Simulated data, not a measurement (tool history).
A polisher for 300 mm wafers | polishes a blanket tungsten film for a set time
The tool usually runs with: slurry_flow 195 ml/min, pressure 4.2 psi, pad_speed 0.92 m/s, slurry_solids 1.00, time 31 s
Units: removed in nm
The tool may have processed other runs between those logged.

run	day	slurry_flow	pressure	pad_speed	slurry_solids	time	wafers since the last listed run	wafers polished on this pad	hours since the slurry nozzle was cleaned	hours since the head pressure was calibrated	hours since the slurry blender was calibrated	hours since the slurry got fresh peroxide	incoming thickness of the incoming film, nm	removed
1	0.000	195	4.2	0.80	1.15	31	0	1761	543.1	368.1	19.0	250.7	638.2	141.4
2	1.600	195	4.2	0.92	1.00	31	340	2102	581.5	406.5	57.4	289.1	630.4	152.9
# day 2.896: head pressure recalibrated
3	3.700	195	4.2	0.82	1.00	31	429	2532	631.9	19.3	107.8	339.5	632.8	140.7
# day 5.492: slurry tank refilled with fresh slurry and peroxide
# day 7.508: worn pad replaced by a new one
4	7.975	195	4.2	0.92	1.00	31	866	99	734.5	121.9	210.4	59.6	621.7	151.0
# day 9.192: slurry nozzle cleaned
5	12.312	195	4.2	0.92	1.00	31	914	1014	74.9	226.0	314.5	163.7	624.8	150.2
6	16.525	195	4.2	0.92	1.00	31	897	1911	176.0	327.1	415.6	264.8	625.1	152.4
# day 18.358: slurry blender recalibrated
7	20.300	195	4.2	0.92	1.00	31	786	2698	266.6	417.7	46.6	355.4	625.7	154.3
# day 22.325: slurry tank refilled with fresh slurry and peroxide
# day 22.592: head pressure recalibrated
# day 24.583: worn pad replaced by a new one
8	24.638	195	4.2	0.92	1.00	31	861	11	370.7	49.1	150.7	55.5	630.3	151.6
9	26.179	195	4.2	0.92	1.00	31	328	340	407.7	86.1	187.7	92.5	629.7	151.9
10	29.367	195	3.0	0.92	1.00	31	678	1018	484.2	162.6	264.2	169.0	625.5	109.0
11	32.883	195	3.0	0.92	1.00	31	748	1767	568.6	247.0	348.6	253.4	626.3	109.8
# day 35.375: slurry tank refilled with fresh slurry and peroxide
# day 35.458: slurry blender recalibrated
# day 37.762: worn pad replaced by a new one
# day 40.996: head pressure recalibrated
12	41.725	195	4.2	0.92	1.00	31	1803	826	780.8	17.5	150.4	152.4	637.8	153.7
13	44.154	195	4.2	0.92	1.00	31	517	1343	839.1	75.8	208.7	210.7	629.2	152.3
# day 45.596: slurry nozzle cleaned
14	46.958	195	3.4	0.92	1.00	31	588	1932	32.7	143.1	276.0	278.0	637.3	122.1
# day 48.421: slurry tank refilled with fresh slurry and peroxide
15	50.975	195	3.7	1.02	1.25	31	846	2778	129.1	239.5	372.4	61.3	633.3	156.6
# day 51.500: worn pad replaced by a new one
# day 52.675: slurry blender recalibrated
16	53.858	260	5.2	0.92	1.00	31	560	484	198.3	308.7	28.4	130.5	624.8	200.7
17	55.871	195	4.2	0.92	1.00	41	428	913	246.6	357.0	76.7	178.8	635.5	199.6
# day 58.992: head pressure recalibrated
18	59.504	195	4.2	0.92	1.00	31	756	1669	333.8	12.3	163.9	266.0	631.2	151.1
19	61.375	195	5.6	1.22	1.00	23	398	2067	378.7	57.2	208.8	310.9	626.3	187.6
# day 63.100: slurry tank refilled with fresh slurry and peroxide
# day 64.475: worn pad replaced by a new one
20	65.283	195	5.3	0.72	1.15	37	788	171	472.5	151.0	302.6	52.4	624.3	196.4
21	66.854	195	5.7	1.14	0.70	21	334	506	510.2	188.7	340.3	90.1	623.8	146.5
22	68.783	195	4.2	0.92	1.30	37	410	917	556.5	235.0	386.6	136.4	616.9	195.2
# day 70.329: slurry blender recalibrated
23	71.579	130	3.7	0.92	1.00	40	577	1495	623.6	302.1	30.0	203.5	641.9	160.9
24	74.458	195	4.2	0.92	1.00	31	613	2108	692.7	371.2	99.1	272.6	636.1	155.2

Take each entry between the runs: how does the hidden state at the last listed run before it differ from the hidden state at the first listed run after it?
Between runs 2 and 3: head pressure recalibrated (day 2.896)
  both runs share identical hidden conditions
Between runs 3 and 4: slurry tank refilled with fresh slurry and peroxide (day 5.492); worn pad replaced by a new one (day 7.508)
  both runs share identical hidden conditions
Between runs 4 and 5: slurry nozzle cleaned (day 9.192)
  both runs share identical hidden conditions
Between runs 6 and 7: slurry blender recalibrated (day 18.358)
  both runs share identical hidden conditions
Between runs 7 and 8: slurry tank refilled with fresh slurry and peroxide (day 22.325); head pressure recalibrated (day 22.592); worn pad replaced by a new one (day 24.583)
  both runs share identical hidden conditions
Between runs 11 and 12: slurry tank refilled with fresh slurry and peroxide (day 35.375); slurry blender recalibrated (day 35.458); worn pad replaced by a new one (day 37.762); head pressure recalibrated (day 40.996)
  both runs share identical hidden conditions
Between runs 13 and 14: slurry nozzle cleaned (day 45.596)
  both runs share identical hidden conditions
Between runs 14 and 15: slurry tank refilled with fresh slurry and peroxide (day 48.421)
  both runs share identical hidden conditions
Between runs 15 and 16: worn pad replaced by a new one (day 51.500); slurry blender recalibrated (day 52.675)
  both runs share identical hidden conditions
Between runs 17 and 18: head pressure recalibrated (day 58.992)
  both runs share identical hidden conditions
Between runs 19 and 20: slurry tank refilled with fresh slurry and peroxide (day 63.100); worn pad replaced by a new one (day 64.475)
  both runs share identical hidden conditions
Between runs 22 and 23: slurry blender recalibrated (day 70.329)
  both runs share identical hidden conditions
